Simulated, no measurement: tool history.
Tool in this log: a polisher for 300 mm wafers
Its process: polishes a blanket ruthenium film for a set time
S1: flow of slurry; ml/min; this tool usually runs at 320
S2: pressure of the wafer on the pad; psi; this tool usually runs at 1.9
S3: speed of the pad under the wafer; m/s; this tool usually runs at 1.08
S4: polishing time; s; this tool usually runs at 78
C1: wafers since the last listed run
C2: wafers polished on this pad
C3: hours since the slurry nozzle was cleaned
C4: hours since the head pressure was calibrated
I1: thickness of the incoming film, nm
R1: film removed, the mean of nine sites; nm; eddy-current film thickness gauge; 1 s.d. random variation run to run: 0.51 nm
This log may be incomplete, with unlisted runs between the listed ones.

{"run": 1, "day": 0.0, "S1": 320, "S2": 1.9, "S3": 1.08, "S4": 78, "C1": 0, "C2": 1094, "C3": 142.1, "C4": 397.6, "I1": 621.1, "R1": 71}
{"run": 2, "day": 0.762, "S1": 320, "S2": 1.9, "S3": 1.08, "S4": 78, "C1": 185, "C2": 1280, "C3": 160.4, "C4": 415.9, "I1": 633.5, "R1": 70.6}
{"run": 3, "day": 1.379, "S1": 320, "S2": 1.9, "S3": 1.08, "S4": 78, "C1": 150, "C2": 1430, "C3": 175.2, "C4": 430.7, "I1": 613.6, "R1": 70.8}
{"run": 4, "day": 2.638, "S1": 320, "S2": 1.9, "S3": 1.08, "S4": 78, "C1": 306, "C2": 1736, "C3": 205.4, "C4": 460.9, "I1": 628.3, "R1": 70}
{"run": 5, "day": 4.092, "S1": 320, "S2": 1.9, "S3": 1.08, "S4": 78, "C1": 353, "C2": 2090, "C3": 240.3, "C4": 495.8, "I1": 620.6, "R1": 69.7}
{"day": 4.829, "done": "worn pad replaced by a new one"}
{"run": 6, "day": 5.542, "S1": 320, "S2": 1.9, "S3": 1.08, "S4": 63, "C1": 312, "C2": 173, "C3": 275.1, "C4": 530.6, "I1": 613.9, "R1": 57.7}
{"run": 7, "day": 6.529, "S1": 320, "S2": 1.9, "S3": 1.08, "S4": 63, "C1": 240, "C2": 413, "C3": 298.8, "C4": 554.3, "I1": 628.9, "R1": 57.5}
{"run": 8, "day": 7.258, "S1": 320, "S2": 1.9, "S3": 1.08, "S4": 63, "C1": 177, "C2": 591, "C3": 316.3, "C4": 571.8, "I1": 613.4, "R1": 57}
{"run": 9, "day": 8.246, "S1": 320, "S2": 1.9, "S3": 1.16, "S4": 78, "C1": 240, "C2": 831, "C3": 340, "C4": 595.5, "I1": 626.5, "R1": 75.4}
{"run": 10, "day": 9.054, "S1": 320, "S2": 1.9, "S3": 1.16, "S4": 78, "C1": 196, "C2": 1028, "C3": 359.4, "C4": 614.9, "I1": 631.7, "R1": 75.5}
{"run": 11, "day": 9.904, "S1": 320, "S2": 1.9, "S3": 1.16, "S4": 78, "C1": 206, "C2": 1235, "C3": 379.8, "C4": 635.3, "I1": 621.3, "R1": 75.4}
{"run": 12, "day": 12.483, "S1": 320, "S2": 1.9, "S3": 1.08, "S4": 78, "C1": 627, "C2": 1863, "C3": 441.7, "C4": 697.2, "I1": 622, "R1": 70.2}
{"run": 13, "day": 13.329, "S1": 320, "S2": 2.4, "S3": 1.08, "S4": 78, "C1": 205, "C2": 2068, "C3": 462, "C4": 717.5, "I1": 613.4, "R1": 88.1}
{"run": 14, "day": 14.738, "S1": 320, "S2": 2.4, "S3": 1.08, "S4": 78, "C1": 342, "C2": 2411, "C3": 495.8, "C4": 751.3, "I1": 629.1, "R1": 88}
{"day": 16.05, "done": "worn pad replaced by a new one"}
{"run": 15, "day": 16.662, "S1": 320, "S2": 2.4, "S3": 1.08, "S4": 78, "C1": 427, "C2": 149, "C3": 542, "C4": 797.5, "I1": 623, "R1": 89.6}
{"run": 16, "day": 17.275, "S1": 320, "S2": 1.9, "S3": 1.08, "S4": 99, "C1": 149, "C2": 298, "C3": 556.7, "C4": 812.2, "I1": 622.3, "R1": 89.9}
{"run": 17, "day": 18.375, "S1": 320, "S2": 1.9, "S3": 1.08, "S4": 78, "C1": 267, "C2": 566, "C3": 583.1, "C4": 838.6, "I1": 618.8, "R1": 71.4}
{"day": 18.954, "done": "slurry nozzle cleaned"}
{"run": 18, "day": 19.117, "S1": 320, "S2": 1.6, "S3": 1.08, "S4": 52, "C1": 170, "C2": 736, "C3": 3.9, "C4": 856.4, "I1": 622, "R1": 39.8}
{"day": 19.9, "done": "head pressure recalibrated"}
{"run": 19, "day": 20.283, "S1": 405, "S2": 1.9, "S3": 1.08, "S4": 78, "C1": 263, "C2": 1000, "C3": 31.9, "C4": 9.2, "I1": 626.2, "R1": 72.4}
{"run": 20, "day": 24.325, "S1": 255, "S2": 2.4, "S3": 1.08, "S4": 78, "C1": 983, "C2": 1984, "C3": 128.9, "C4": 106.2, "I1": 613.4, "R1": 86.8}
{"run": 21, "day": 25.383, "S1": 290, "S2": 1.9, "S3": 1.08, "S4": 78, "C1": 257, "C2": 2241, "C3": 154.3, "C4": 131.6, "I1": 616.7, "R1": 68.5}
{"day": 25.9, "done": "worn pad replaced by a new one"}
{"run": 22, "day": 26.092, "S1": 320, "S2": 1.9, "S3": 1.08, "S4": 78, "C1": 131, "C2": 47, "C3": 171.3, "C4": 148.6, "I1": 622.9, "R1": 72.9}
{"run": 23, "day": 27.521, "S1": 320, "S2": 1.9, "S3": 1.08, "S4": 78, "C1": 347, "C2": 394, "C3": 205.6, "C4": 182.9, "I1": 620.4, "R1": 71.5}
{"run": 24, "day": 28.871, "S1": 290, "S2": 1.9, "S3": 1.08, "S4": 88, "C1": 328, "C2": 723, "C3": 238, "C4": 215.3, "I1": 619.8, "R1": 79.2}
{"run": 25, "day": 29.679, "S1": 350, "S2": 2.3, "S3": 1.42, "S4": 70, "C1": 196, "C2": 920, "C3": 257.4, "C4": 234.7, "I1": 609.5, "R1": 101.9}
{"run": 26, "day": 30.204, "S1": 220, "S2": 1.9, "S3": 1.08, "S4": 68, "C1": 127, "C2": 1048, "C3": 270, "C4": 247.3, "I1": 622.4, "R1": 59}
{"run": 27, "day": 31.146, "S1": 215, "S2": 2.5, "S3": 0.84, "S4": 57, "C1": 229, "C2": 1277, "C3": 292.6, "C4": 269.9, "I1": 620.9, "R1": 50.3}
{"run": 28, "day": 32.167, "S1": 320, "S2": 1.9, "S3": 1.08, "S4": 78, "C1": 248, "C2": 1525, "C3": 317.1, "C4": 294.4, "I1": 623.3, "R1": 70.6}
{"run": 29, "day": 33.504, "S1": 320, "S2": 2.3, "S3": 1.08, "S4": 102, "C1": 325, "C2": 1851, "C3": 349.2, "C4": 326.5, "I1": 609.6, "R1": 112.2}
{"run": 30, "day": 34.95, "S1": 375, "S2": 1.9, "S3": 1.08, "S4": 78, "C1": 351, "C2": 2203, "C3": 383.9, "C4": 361.2, "I1": 620, "R1": 71.5}
{"run": 31, "day": 35.608, "S1": 320, "S2": 1.2, "S3": 1.08, "S4": 78, "C1": 160, "C2": 2363, "C3": 399.7, "C4": 377, "I1": 626.5, "R1": 44.3}
{"run": 32, "day": 36.292, "S1": 255, "S2": 1.6, "S3": 1.08, "S4": 62, "C1": 166, "C2": 2529, "C3": 416.1, "C4": 393.4, "I1": 622, "R1": 46.5}
{"run": 33, "day": 36.85, "S1": 320, "S2": 1.9, "S3": 0.72, "S4": 78, "C1": 135, "C2": 2665, "C3": 429.5, "C4": 406.8, "I1": 621.5, "R1": 46.8}
{"day": 37.125, "done": "worn pad replaced by a new one"}
{"run": 34, "day": 38.696, "S1": 360, "S2": 1.9, "S3": 1.08, "S4": 78, "C1": 408, "C2": 382, "C3": 473.8, "C4": 451.1, "I1": 621.9, "R1": 72.4}
{"run": 35, "day": 39.396, "S1": 320, "S2": 1.5, "S3": 1.08, "S4": 64, "C1": 170, "C2": 552, "C3": 490.6, "C4": 467.9, "I1": 609, "R1": 45.7}
{"run": 36, "day": 40.258, "S1": 215, "S2": 2.1, "S3": 0.92, "S4": 78, "C1": 209, "C2": 762, "C3": 511.3, "C4": 488.6, "I1": 615.3, "R1": 64.2}
{"run": 37, "day": 41.283, "S1": 405, "S2": 1.4, "S3": 1.22, "S4": 103, "C1": 249, "C2": 1012, "C3": 535.9, "C4": 513.2, "I1": 615.8, "R1": 79.5}
{"run": 38, "day": 42.483, "S1": 320, "S2": 1.5, "S3": 0.76, "S4": 63, "C1": 292, "C2": 1304, "C3": 564.7, "C4": 542, "I1": 624, "R1": 31.3}

Alternative continuations, all from the tool just after run 38; predict every row:
{"run": "A", "day": 42.5, "S1": 320, "S2": 1.9, "S3": 1.08, "S4": 94, "C1": 4, "C2": 1308, "C3": 565.1, "C4": 542.4, "I1": 625.6, "R1": "?"}
{"run": "B", "day": 42.5, "S1": 400, "S2": 1.6, "S3": 0.86, "S4": 60, "C1": 4, "C2": 1308, "C3": 565.1, "C4": 542.4, "I1": 625.6, "R1": "?"}
{"run": "C", "day": 42.5, "S1": 320, "S2": 1.9, "S3": 0.72, "S4": 88, "C1": 4, "C2": 1308, "C3": 565.1, "C4": 542.4, "I1": 625.6, "R1": "?"}

run=A R1=84.6
run=B R1=36.8
run=C R1=52.8
Had the tool no hidden state, the same runs would have come out as:
run=A R1=86.8
run=B R1=37.8
run=C R1=54.2
